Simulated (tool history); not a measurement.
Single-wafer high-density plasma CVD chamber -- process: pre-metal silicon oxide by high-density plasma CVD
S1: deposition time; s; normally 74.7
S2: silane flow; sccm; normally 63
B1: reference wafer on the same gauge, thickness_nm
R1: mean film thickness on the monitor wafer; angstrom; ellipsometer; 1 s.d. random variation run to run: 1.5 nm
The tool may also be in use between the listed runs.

| run | day | S1 | S2 | B1 | R1 |
|---|---|---|---|---|---|
| 1 | 0 | 80.1 | 63 | 441.377 | 5278.55 |
| 2 | 1.212 | 80.1 | 63 | 441.663 | 5300.65 |
| 3 | 4.121 | 74.7 | 67 | 441.641 | 5247.75 |
| 4 | 5.533 | 83.2 | 63 | 442.068 | 5491.4 |
| 5 | 8.296 | 83.2 | 63 | 442.106 | 5501.76 |
| 6 | 9.492 | 74.7 | 63 | 442.118 | 4935.23 |
|  | 10.154 | silane flow controller replaced |
|  | 10.842 | gauge calibrated |
| 7 | 11.104 | 74.7 | 58 | 441.913 | 4564.12 |
| 8 | 12.396 | 74.7 | 58 | 441.673 | 4528.81 |
| 9 | 14.212 | 63.1 | 63 | 441.316 | 4174.79 |
| 10 | 15.938 | 74.7 | 63 | 442.579 | 4922.83 |
| 11 | 18.45 | 61 | 63 | 441.791 | 4035.73 |
| 12 | 20.196 | 87.1 | 75 | 442.063 | 6868.21 |
| 13 | 22.538 | 60.4 | 69 | 441.353 | 4386.21 |
| 14 | 26.221 | 87 | 51 | 442.49 | 4651.02 |
| 15 | 28.279 | 74.7 | 72 | 442.252 | 5653.86 |
|  | 29.892 | gauge calibrated |
| 16 | 30 | 63.4 | 59 | 441.847 | 3931.51 |

5 ways to go on from here, each from the tool as it stands after run 16. What would each give?
| A | 30.017 | 84 | 63 | ? | ? |
| B | 30.017 | 64.4 | 54 | ? | ? |
| C | 30.017 | 74.7 | 57 | ? | ? |
| D | 30.017 | 80.4 | 63 | ? | ? |
| E | 30.017 | 62.1 | 51 | ? | ? |

| run | B1 | R1 |
|---|---|---|
| A | 442.002 | 5545.76 |
| B | 442.002 | 3644.36 |
| C | 442.002 | 4462.08 |
| D | 442.002 | 5308.09 |
| E | 442.002 | 3318.97 |
Without the tool's hidden state the same runs would have given:
| run | R1 |
|---|---|
| A | 5545.76 |
| B | 3644.36 |
| C | 4462.08 |
| D | 5308.09 |
| E | 3318.97 |
